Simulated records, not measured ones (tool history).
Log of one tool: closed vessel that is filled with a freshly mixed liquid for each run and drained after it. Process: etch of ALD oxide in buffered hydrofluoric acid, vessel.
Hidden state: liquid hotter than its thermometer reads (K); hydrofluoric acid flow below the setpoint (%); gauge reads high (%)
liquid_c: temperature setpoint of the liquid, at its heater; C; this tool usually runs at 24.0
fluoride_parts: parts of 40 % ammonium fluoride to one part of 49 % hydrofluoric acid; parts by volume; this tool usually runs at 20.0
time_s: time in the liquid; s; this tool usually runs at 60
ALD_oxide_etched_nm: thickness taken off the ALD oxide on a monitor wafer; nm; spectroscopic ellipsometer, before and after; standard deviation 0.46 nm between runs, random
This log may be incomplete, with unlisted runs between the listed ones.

run,hour,liquid_c,fluoride_parts,time_s,wafers since the last listed run,hours since the thermometer was replaced,hours since the hydrofluoric acid flow meter was replaced,hours since the gauge calibration,"read-back film thickness of the ALD oxide reference wafer, read on the same gauge (nm)",ALD_oxide_etched_nm
1,0.0,24.0,20.0,60,0,1086.0,1475.0,95.5,150.00,75.97
2,21.0,22.5,20.0,60,1357,1107.0,1496.0,116.5,150.00,70.37
3,35.7,22.5,20.0,60,949,1121.7,1510.7,131.2,150.00,69.54
4,82.6,24.0,26.0,60,3030,1168.6,1557.6,178.1,149.99,64.21
5,102.8,24.0,26.0,60,1305,1188.8,1577.8,198.3,150.01,63.89
6,119.9,26.5,20.0,60,1105,1205.9,1594.9,215.4,149.99,86.74
7,152.1,26.5,20.0,60,2080,1238.1,1627.1,247.6,149.99,88.25
# hour 167.7: thermometer replaced
8,176.9,24.0,20.0,60,1538,9.2,1651.9,272.4,149.98,68.34
9,197.8,24.0,15.5,95,1350,30.1,1672.8,293.3,150.00,137.10
# hour 220.1: gauge calibrated
10,222.8,21.5,15.5,85,1615,55.1,1697.8,2.7,150.00,109.06
# hour 230.2: hydrofluoric acid flow meter replaced
11,238.5,20.0,24.0,50,949,70.8,8.3,18.4,150.00,40.56

Run 12 has not been measured yet. What should we expect?
12,258.9,27.5,23.0,60,1318,91.2,28.7,38.8,?,?

Run 12 came out at read-back film thickness of the ALD oxide reference wafer, read on the same gauge (nm) 150.01, ALD_oxide_etched_nm 74.85 nm.
Minus the tool's unlogged condition, the same run would have read ALD_oxide_etched_nm 73.74 nm.
